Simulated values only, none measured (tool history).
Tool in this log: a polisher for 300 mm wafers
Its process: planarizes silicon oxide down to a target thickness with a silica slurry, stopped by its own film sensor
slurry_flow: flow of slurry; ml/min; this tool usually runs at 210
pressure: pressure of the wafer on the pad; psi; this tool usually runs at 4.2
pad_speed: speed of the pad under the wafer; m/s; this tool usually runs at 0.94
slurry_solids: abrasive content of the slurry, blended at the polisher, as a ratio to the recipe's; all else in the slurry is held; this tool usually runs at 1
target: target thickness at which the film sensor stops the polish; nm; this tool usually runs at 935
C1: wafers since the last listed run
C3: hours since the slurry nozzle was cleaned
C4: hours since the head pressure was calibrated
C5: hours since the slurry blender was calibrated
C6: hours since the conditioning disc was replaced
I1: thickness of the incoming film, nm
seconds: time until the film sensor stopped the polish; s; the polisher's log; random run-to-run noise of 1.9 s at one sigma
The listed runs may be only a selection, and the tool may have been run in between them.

{"run": 1, "hour": 0.0, "slurry_flow": 210, "pressure": 4.2, "pad_speed": 0.94, "slurry_solids": 1, "target": 935, "C1": 0, "wafers polished on this pad": 636, "C3": 405.7, "C4": 671.6, "C5": 200.5, "C6": 353.7, "I1": 1293.2, "seconds": 132.2}
{"hour": 9.5, "done": "worn pad replaced by a new one"}
{"run": 2, "hour": 15.4, "slurry_flow": 210, "pressure": 4.2, "pad_speed": 0.94, "slurry_solids": 1, "target": 935, "C1": 105, "wafers polished on this pad": 54, "C3": 421.1, "C4": 687, "C5": 215.9, "C6": 369.1, "I1": 1291.9, "seconds": 130.7}
{"run": 3, "hour": 27.5, "slurry_flow": 155, "pressure": 4.2, "pad_speed": 0.94, "slurry_solids": 1, "target": 935, "C1": 112, "wafers polished on this pad": 167, "C3": 433.2, "C4": 699.1, "C5": 228, "C6": 381.2, "I1": 1317.1, "seconds": 150}
{"run": 4, "hour": 42.5, "slurry_flow": 155, "pressure": 4.2, "pad_speed": 0.94, "slurry_solids": 1, "target": 935, "C1": 139, "wafers polished on this pad": 306, "C3": 448.2, "C4": 714.1, "C5": 243, "C6": 396.2, "I1": 1310.1, "seconds": 145.9}
{"run": 5, "hour": 48.5, "slurry_flow": 210, "pressure": 4.2, "pad_speed": 0.94, "slurry_solids": 1, "target": 882, "C1": 55, "wafers polished on this pad": 362, "C3": 454.2, "C4": 720.1, "C5": 249, "C6": 402.2, "I1": 1294.4, "seconds": 151}
{"run": 6, "hour": 54.6, "slurry_flow": 210, "pressure": 4.2, "pad_speed": 0.94, "slurry_solids": 1, "target": 882, "C1": 56, "wafers polished on this pad": 418, "C3": 460.3, "C4": 726.2, "C5": 255.1, "C6": 408.3, "I1": 1305.5, "seconds": 155.9}
{"run": 7, "hour": 67.2, "slurry_flow": 240, "pressure": 4.2, "pad_speed": 0.94, "slurry_solids": 1, "target": 935, "C1": 117, "wafers polished on this pad": 535, "C3": 472.9, "C4": 738.8, "C5": 267.7, "C6": 420.9, "I1": 1306.7, "seconds": 135.6}
{"hour": 75.3, "done": "head pressure recalibrated"}
{"hour": 79.4, "done": "worn pad replaced by a new one"}
{"run": 8, "hour": 79.9, "slurry_flow": 210, "pressure": 4.2, "pad_speed": 1.14, "slurry_solids": 1, "target": 935, "C1": 62, "wafers polished on this pad": 4, "C3": 485.6, "C4": 4.6, "C5": 280.4, "C6": 433.6, "I1": 1298.7, "seconds": 114.7}
{"run": 9, "hour": 83.8, "slurry_flow": 245, "pressure": 4.6, "pad_speed": 0.94, "slurry_solids": 0.7, "target": 935, "C1": 36, "wafers polished on this pad": 40, "C3": 489.5, "C4": 8.5, "C5": 284.3, "C6": 437.5, "I1": 1292.5, "seconds": 154}
{"hour": 101.0, "done": "conditioning disc replaced and pad reconditioned"}
{"hour": 114.2, "done": "slurry blender recalibrated"}
{"run": 10, "hour": 114.7, "slurry_flow": 210, "pressure": 4.2, "pad_speed": 1.12, "slurry_solids": 1, "target": 935, "C1": 249, "wafers polished on this pad": 290, "C3": 520.4, "C4": 39.4, "C5": 0.5, "C6": 13.7, "I1": 1310.9, "seconds": 124.1}
{"hour": 130.5, "done": "slurry nozzle cleaned"}
{"run": 11, "hour": 131.0, "slurry_flow": 210, "pressure": 4.2, "pad_speed": 0.94, "slurry_solids": 1, "target": 935, "C1": 142, "wafers polished on this pad": 432, "C3": 0.5, "C4": 55.7, "C5": 16.8, "C6": 30, "I1": 1284.6, "seconds": 128.3}
{"run": 12, "hour": 138.3, "slurry_flow": 185, "pressure": 4.2, "pad_speed": 0.84, "slurry_solids": 1, "target": 834, "C1": 67, "wafers polished on this pad": 500, "C3": 7.8, "C4": 63, "C5": 24.1, "C6": 37.3, "I1": 1274.2, "seconds": 176.3}
{"hour": 146.5, "done": "worn pad replaced by a new one"}
{"run": 13, "hour": 155.9, "slurry_flow": 185, "pressure": 4.2, "pad_speed": 0.94, "slurry_solids": 1.2, "target": 935, "C1": 126, "wafers polished on this pad": 87, "C3": 25.4, "C4": 80.6, "C5": 41.7, "C6": 54.9, "I1": 1320.3, "seconds": 131.9}
{"run": 14, "hour": 163.8, "slurry_flow": 210, "pressure": 4.2, "pad_speed": 0.94, "slurry_solids": 1, "target": 935, "C1": 73, "wafers polished on this pad": 160, "C3": 33.3, "C4": 88.5, "C5": 49.6, "C6": 62.8, "I1": 1315.9, "seconds": 140.8}
{"run": 15, "hour": 176.9, "slurry_flow": 235, "pressure": 4.2, "pad_speed": 0.94, "slurry_solids": 1, "target": 970, "C1": 121, "wafers polished on this pad": 282, "C3": 46.4, "C4": 101.6, "C5": 62.7, "C6": 75.9, "I1": 1285.8, "seconds": 114.5}

State the hidden condition of the tool at each of the runs:
removal rate lost through wear of the pad, %: 0 on each run
slurry flow missing at the pad, %: 0 on each run
deviation of the head's pressure from its setpoint, %: 0 on each run
abrasive missing from the slurry, %: 0 on each run
time polished since the conditioner stopped cutting, s: 0 on each run
